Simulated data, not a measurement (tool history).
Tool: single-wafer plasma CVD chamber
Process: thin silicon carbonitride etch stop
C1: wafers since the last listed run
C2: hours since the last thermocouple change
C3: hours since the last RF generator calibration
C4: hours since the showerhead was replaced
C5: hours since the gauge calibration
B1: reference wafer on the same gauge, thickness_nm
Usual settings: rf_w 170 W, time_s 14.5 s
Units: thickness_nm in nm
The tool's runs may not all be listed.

{"run": 1, "hour": 0.0, "rf_w": 180, "time_s": 12.4, "C1": 0, "C2": 1906.1, "C3": 1621.1, "C4": 2149.4, "C5": 187.3, "B1": 9.362, "thickness_nm": 7.076}
{"run": 2, "hour": 16.4, "rf_w": 180, "time_s": 12.4, "C1": 256, "C2": 1922.5, "C3": 1637.5, "C4": 2165.8, "C5": 203.7, "B1": 9.36, "thickness_nm": 7.058}
{"run": 3, "hour": 50.7, "rf_w": 180, "time_s": 12.4, "C1": 535, "C2": 1956.8, "C3": 1671.8, "C4": 2200.1, "C5": 238.0, "B1": 9.366, "thickness_nm": 7.094}
{"run": 4, "hour": 74.7, "rf_w": 170, "time_s": 14.5, "C1": 374, "C2": 1980.8, "C3": 1695.8, "C4": 2224.1, "C5": 262.0, "B1": 9.356, "thickness_nm": 8.048}
{"run": 5, "hour": 93.2, "rf_w": 170, "time_s": 14.5, "C1": 288, "C2": 1999.3, "C3": 1714.3, "C4": 2242.6, "C5": 280.5, "B1": 9.359, "thickness_nm": 8.104}
{"run": 6, "hour": 127.6, "rf_w": 170, "time_s": 13.8, "C1": 537, "C2": 2033.7, "C3": 1748.7, "C4": 2277.0, "C5": 314.9, "B1": 9.357, "thickness_nm": 7.677}
{"hour": 212.6, "done": "thermocouple changed; heater temperature recalibrated"}
{"run": 7, "hour": 213.1, "rf_w": 190, "time_s": 12.5, "C1": 1210, "C2": 0.5, "C3": 1834.2, "C4": 2362.5, "C5": 400.4, "B1": 9.359, "thickness_nm": 7.216}
{"hour": 221.9, "done": "RF generator calibrated"}
{"run": 8, "hour": 228.1, "rf_w": 190, "time_s": 12.5, "C1": 109, "C2": 15.5, "C3": 6.2, "C4": 2377.5, "C5": 415.4, "B1": 9.364, "thickness_nm": 7.125}
{"run": 9, "hour": 246.3, "rf_w": 170, "time_s": 14.5, "C1": 284, "C2": 33.7, "C3": 24.4, "C4": 2395.7, "C5": 433.6, "B1": 9.363, "thickness_nm": 7.912}
{"hour": 260.1, "done": "gauge calibrated"}
{"run": 10, "hour": 298.9, "rf_w": 170, "time_s": 14.5, "C1": 821, "C2": 86.3, "C3": 77.0, "C4": 2448.3, "C5": 38.8, "B1": 9.359, "thickness_nm": 7.867}
{"run": 11, "hour": 311.3, "rf_w": 200, "time_s": 15.6, "C1": 193, "C2": 98.7, "C3": 89.4, "C4": 2460.7, "C5": 51.2, "B1": 9.359, "thickness_nm": 9.058}
{"run": 12, "hour": 332.6, "rf_w": 160, "time_s": 15.9, "C1": 332, "C2": 120.0, "C3": 110.7, "C4": 2482.0, "C5": 72.5, "B1": 9.357, "thickness_nm": 8.501}
{"hour": 361.8, "done": "RF generator calibrated, repeated, since the last time left the tool worse"}
{"run": 13, "hour": 362.3, "rf_w": 200, "time_s": 17.0, "C1": 338, "C2": 149.7, "C3": 0.5, "C4": 2511.7, "C5": 102.2, "B1": 9.359, "thickness_nm": 10.275}
{"hour": 383.4, "done": "showerhead replaced"}
{"run": 14, "hour": 383.9, "rf_w": 190, "time_s": 16.6, "C1": 212, "C2": 171.3, "C3": 22.1, "C4": 0.5, "C5": 123.8, "B1": 9.364, "thickness_nm": 9.86}
{"run": 15, "hour": 401.2, "rf_w": 145, "time_s": 13.0, "C1": 270, "C2": 188.6, "C3": 39.4, "C4": 17.8, "C5": 141.1, "B1": 9.364, "thickness_nm": 6.964}
{"run": 16, "hour": 430.0, "rf_w": 145, "time_s": 13.6, "C1": 449, "C2": 217.4, "C3": 68.2, "C4": 46.6, "C5": 169.9, "B1": 9.362, "thickness_nm": 7.276}
{"run": 17, "hour": 474.6, "rf_w": 170, "time_s": 14.5, "C1": 696, "C2": 262.0, "C3": 112.8, "C4": 91.2, "C5": 214.5, "B1": 9.359, "thickness_nm": 8.241}
{"run": 18, "hour": 506.9, "rf_w": 150, "time_s": 15.5, "C1": 504, "C2": 294.3, "C3": 145.1, "C4": 123.5, "C5": 246.8, "B1": 9.363, "thickness_nm": 8.392}
{"run": 19, "hour": 537.6, "rf_w": 185, "time_s": 15.4, "C1": 479, "C2": 325.0, "C3": 175.8, "C4": 154.2, "C5": 277.5, "B1": 9.36, "thickness_nm": 9.063}
{"run": 20, "hour": 571.3, "rf_w": 170, "time_s": 14.5, "C1": 526, "C2": 358.7, "C3": 209.5, "C4": 187.9, "C5": 311.2, "B1": 9.358, "thickness_nm": 8.264}

4 ways to go on from here, each from the tool as it stands after run 20. What would each give?
{"run": "A", "hour": 571.7, "rf_w": 200, "time_s": 14.5, "C1": 6, "C2": 359.1, "C3": 209.9, "C4": 188.3, "C5": 311.6, "B1": "?", "thickness_nm": "?"}
{"run": "B", "hour": 571.7, "rf_w": 140, "time_s": 15.5, "C1": 6, "C2": 359.1, "C3": 209.9, "C4": 188.3, "C5": 311.6, "B1": "?", "thickness_nm": "?"}
{"run": "C", "hour": 571.7, "rf_w": 155, "time_s": 17.1, "C1": 6, "C2": 359.1, "C3": 209.9, "C4": 188.3, "C5": 311.6, "B1": "?", "thickness_nm": "?"}
{"run": "D", "hour": 571.7, "rf_w": 150, "time_s": 13.5, "C1": 6, "C2": 359.1, "C3": 209.9, "C4": 188.3, "C5": 311.6, "B1": "?", "thickness_nm": "?"}

run=A B1=9.364 thickness_nm=8.761
run=B B1=9.364 thickness_nm=8.148
run=C B1=9.364 thickness_nm=9.368
run=D B1=9.364 thickness_nm=7.299
Without the tool's hidden state the same runs would have given:
run=A thickness_nm=8.768
run=B thickness_nm=8.155
run=C thickness_nm=9.376
run=D thickness_nm=7.306
